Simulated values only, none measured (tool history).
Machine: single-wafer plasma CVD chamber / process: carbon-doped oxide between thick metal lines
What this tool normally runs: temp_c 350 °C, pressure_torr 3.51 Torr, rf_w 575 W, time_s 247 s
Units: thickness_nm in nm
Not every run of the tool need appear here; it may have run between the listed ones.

| run | hour | temp_c | pressure_torr | rf_w | time_s | wafers since the last listed run | hours since the last thermocouple change | hours since the last RF generator calibration | hours since the last manometer calibration | hours since the showerhead was replaced | hours since the gauge calibration | read-back reference wafer on the same gauge, thickness_nm | thickness_nm |
|---|---|---|---|---|---|---|---|---|---|---|---|---|---|
| 1 | 0.0 | 340 | 3.51 | 575 | 247 | 0 | 1901.6 | 964.8 | 1011.4 | 3479.4 | 1018.9 | 1283.300 | 1144.653 |
| 2 | 69.4 | 340 | 3.51 | 575 | 247 | 368 | 1971.0 | 1034.2 | 1080.8 | 3548.8 | 1088.3 | 1279.913 | 1136.371 |
|  | 118.6 | capacitance manometer re-zeroed and calibrated |
| 3 | 138.6 | 340 | 3.51 | 575 | 247 | 325 | 2040.2 | 1103.4 | 20.0 | 3618.0 | 1157.5 | 1280.247 | 1139.832 |
| 4 | 171.6 | 350 | 3.51 | 575 | 247 | 175 | 2073.2 | 1136.4 | 53.0 | 3651.0 | 1190.5 | 1280.225 | 1103.405 |
| 5 | 217.7 | 350 | 3.84 | 575 | 225 | 245 | 2119.3 | 1182.5 | 99.1 | 3697.1 | 1236.6 | 1277.388 | 1010.838 |
| 6 | 282.8 | 350 | 3.84 | 575 | 225 | 346 | 2184.4 | 1247.6 | 164.2 | 3762.2 | 1301.7 | 1280.838 | 1008.302 |
| 7 | 324.1 | 350 | 3.84 | 575 | 225 | 219 | 2225.7 | 1288.9 | 205.5 | 3803.5 | 1343.0 | 1283.182 | 1009.405 |
| 8 | 387.8 | 350 | 3.51 | 575 | 247 | 338 | 2289.4 | 1352.6 | 269.2 | 3867.2 | 1406.7 | 1280.035 | 1085.821 |
| 9 | 451.3 | 337 | 3.78 | 500 | 217 | 337 | 2352.9 | 1416.1 | 332.7 | 3930.7 | 1470.2 | 1281.312 | 949.703 |
| 10 | 501.9 | 350 | 3.51 | 665 | 282 | 268 | 2403.5 | 1466.7 | 383.3 | 3981.3 | 1520.8 | 1278.361 | 1342.903 |
| 11 | 551.0 | 350 | 3.51 | 575 | 247 | 260 | 2452.6 | 1515.8 | 432.4 | 4030.4 | 1569.9 | 1279.538 | 1087.153 |
| 12 | 581.8 | 350 | 4.28 | 635 | 247 | 163 | 2483.4 | 1546.6 | 463.2 | 4061.2 | 1600.7 | 1277.566 | 1177.478 |
|  | 588.5 | gauge calibrated |
| 13 | 617.9 | 356 | 3.12 | 575 | 247 | 191 | 2519.5 | 1582.7 | 499.3 | 4097.3 | 29.4 | 1277.820 | 1061.522 |
| 14 | 678.3 | 350 | 3.51 | 575 | 247 | 321 | 2579.9 | 1643.1 | 559.7 | 4157.7 | 89.8 | 1279.880 | 1091.216 |
| 15 | 709.0 | 350 | 3.51 | 575 | 247 | 163 | 2610.6 | 1673.8 | 590.4 | 4188.4 | 120.5 | 1281.982 | 1097.056 |
| 16 | 757.1 | 350 | 3.51 | 575 | 263 | 255 | 2658.7 | 1721.9 | 638.5 | 4236.5 | 168.6 | 1283.504 | 1157.715 |
| 17 | 788.2 | 350 | 3.51 | 575 | 247 | 165 | 2689.8 | 1753.0 | 669.6 | 4267.6 | 199.7 | 1280.610 | 1076.248 |
|  | 834.6 | showerhead replaced, of another model than before |
| 18 | 839.7 | 350 | 4.11 | 665 | 247 | 231 | 2741.3 | 1804.5 | 721.1 | 5.1 | 251.2 | 1278.762 | 1209.068 |
|  | 848.0 | RF generator calibrated |
| 19 | 870.5 | 350 | 3.51 | 575 | 265 | 121 | 2772.1 | 22.5 | 751.9 | 35.9 | 282.0 | 1279.440 | 1207.750 |
|  | 914.1 | thermocouple changed; heater temperature recalibrated |
| 20 | 914.6 | 350 | 3.51 | 575 | 247 | 191 | 0.5 | 66.6 | 796.0 | 80.0 | 326.1 | 1280.419 | 1120.994 |
| 21 | 974.1 | 364 | 3.83 | 575 | 222 | 316 | 60.0 | 126.1 | 855.5 | 139.5 | 385.6 | 1277.469 | 979.436 |
| 22 | 1005.7 | 340 | 3.51 | 575 | 247 | 167 | 91.6 | 157.7 | 887.1 | 171.1 | 417.2 | 1280.552 | 1146.312 |
|  | 1159.5 | capacitance manometer re-zeroed and calibrated |
| 23 | 1160.7 | 350 | 3.51 | 540 | 281 | 781 | 246.6 | 312.7 | 1.2 | 326.1 | 572.2 | 1280.764 | 1210.667 |
| 24 | 1193.8 | 350 | 4.35 | 490 | 247 | 175 | 279.7 | 345.8 | 34.3 | 359.2 | 605.3 | 1277.968 | 1017.479 |
| 25 | 1256.8 | 350 | 3.17 | 575 | 247 | 334 | 342.7 | 408.8 | 97.3 | 422.2 | 668.3 | 1278.672 | 1095.842 |
| 26 | 1326.9 | 355 | 3.14 | 505 | 287 | 372 | 412.8 | 478.9 | 167.4 | 492.3 | 738.4 | 1279.076 | 1125.252 |
| 27 | 1363.4 | 350 | 4.21 | 575 | 247 | 194 | 449.3 | 515.4 | 203.9 | 528.8 | 774.9 | 1279.313 | 1135.985 |
| 28 | 1401.8 | 350 | 3.78 | 575 | 282 | 204 | 487.7 | 553.8 | 242.3 | 567.2 | 813.3 | 1278.888 | 1277.846 |
| 29 | 1455.2 | 346 | 3.51 | 675 | 208 | 283 | 541.1 | 607.2 | 295.7 | 620.6 | 866.7 | 1281.288 | 1044.061 |

3 options for the next run, each taken on its own from the tool as it stands now. Forecast them:
| A | 1455.7 | 350 | 2.70 | 575 | 247 | 2 | 541.6 | 607.7 | 296.2 | 621.1 | 867.2 | ? | ? |
| B | 1455.7 | 350 | 3.51 | 480 | 247 | 2 | 541.6 | 607.7 | 296.2 | 621.1 | 867.2 | ? | ? |
| C | 1455.7 | 350 | 4.22 | 665 | 247 | 2 | 541.6 | 607.7 | 296.2 | 621.1 | 867.2 | ? | ? |

| run | read-back reference wafer on the same gauge, thickness_nm | thickness_nm |
|---|---|---|
| A | 1280.745 | 1066.993 |
| B | 1280.745 | 958.570 |
| C | 1280.745 | 1258.905 |
With the hidden condition removed and each run's random variation left untouched, the same runs would have given:
| run | thickness_nm |
|---|---|
| A | 1092.923 |
| B | 985.605 |
| C | 1288.616 |
